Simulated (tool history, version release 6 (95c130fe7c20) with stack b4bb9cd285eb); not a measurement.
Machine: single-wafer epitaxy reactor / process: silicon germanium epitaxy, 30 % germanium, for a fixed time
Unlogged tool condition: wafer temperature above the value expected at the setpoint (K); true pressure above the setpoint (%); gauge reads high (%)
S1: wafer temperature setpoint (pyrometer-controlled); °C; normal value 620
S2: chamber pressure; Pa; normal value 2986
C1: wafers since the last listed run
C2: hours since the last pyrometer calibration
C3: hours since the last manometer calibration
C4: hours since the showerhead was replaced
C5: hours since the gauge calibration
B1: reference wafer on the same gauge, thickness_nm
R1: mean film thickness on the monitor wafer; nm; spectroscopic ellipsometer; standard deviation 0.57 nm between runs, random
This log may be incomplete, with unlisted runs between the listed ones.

run	hour	S1	S2	C1	C2	C3	C4	C5	B1	R1
1	0	620	2986	0	1538.9	2197.2	2741.7	1132.6	86.165	94.578
2	35.6	620	2986	995	1574.5	2232.8	2777.3	1168.2	85.962	94.646
3	72	620	2986	1018	1610.9	2269.2	2813.7	1204.6	86.096	94.775
4	265.6	614	2986	5414	1804.5	2462.8	3007.3	1398.2	86.159	84.087
5	303.6	614	2986	1062	1842.5	2500.8	3045.3	1436.2	85.804	83.721
6	341.3	614	2986	1054	1880.2	2538.5	3083	1473.9	86.251	83.248
# hour 373.9: capacitance manometer re-zeroed and calibrated
7	376.2	620	2986	752	1915.1	2.3	3117.9	1508.8	85.946	97.685
8	439.7	620	2986	1775	1978.6	65.8	3181.4	1572.3	86.01	97.921
9	510.7	620	2986	1985	2049.6	136.8	3252.4	1643.3	86.192	97.301
10	557.1	620	2986	1297	2096	183.2	3298.8	1689.7	85.854	97.269
11	623.1	620	2986	1845	2162	249.2	3364.8	1755.7	86.038	97.159
12	651.7	620	2986	799	2190.6	277.8	3393.4	1784.3	86.189	97.802
13	696.1	620	2986	1241	2235	322.2	3437.8	1828.7	86.06	97.717
# hour 742.9: pyrometer calibrated
14	750.5	620	2986	1297	7.6	376.6	3492.2	1883.1	86.064	97.796
15	807.7	620	2986	1599	64.8	433.8	3549.4	1940.3	86.169	98.368
16	982.7	630	3733	4894	239.8	608.8	3724.4	2115.3	86.179	131.673
17	1029.2	620	2986	1300	286.3	655.3	3770.9	2161.8	86.192	97.576
18	1065	620	2986	1001	322.1	691.1	3806.7	2197.6	86.215	97.91
19	1116.7	609	3506	1445	373.8	742.8	3858.4	2249.3	86.115	83.74
20	1165.2	620	2733	1356	422.3	791.3	3906.9	2297.8	85.817	93.797
21	1209.6	620	2986	1241	466.7	835.7	3951.3	2342.2	86.043	95.745
22	1259	605	3493	1381	516.1	885.1	4000.7	2391.6	85.957	76.868
# hour 1299.2: showerhead replaced
23	1304.1	635	3493	1037	561.2	930.2	4.9	2436.7	85.969	138.473
24	1347.5	632	3626	1213	604.6	973.6	48.3	2480.1	85.859	134.777
# hour 1376.2: gauge calibrated
25	1379.5	620	2986	894	636.6	1005.6	80.3	3.3	85.832	97.329
26	1447.4	620	2746	1898	704.5	1073.5	148.2	71.2	85.945	92.443
27	1491.2	629	2733	1224	748.3	1117.3	192	115	85.885	110.829
28	1555.1	634	3440	1787	812.2	1181.2	255.9	178.9	86.127	135.843

For run 29, what comes out?
29	1617.4	613	2986	1742	874.5	1243.5	318.2	241.2	?	?

B1: 86.064
R1: 83.763 nm
With the hidden condition absent and the run-to-run variation left alone, this run would have shown R1 84.421 nm.
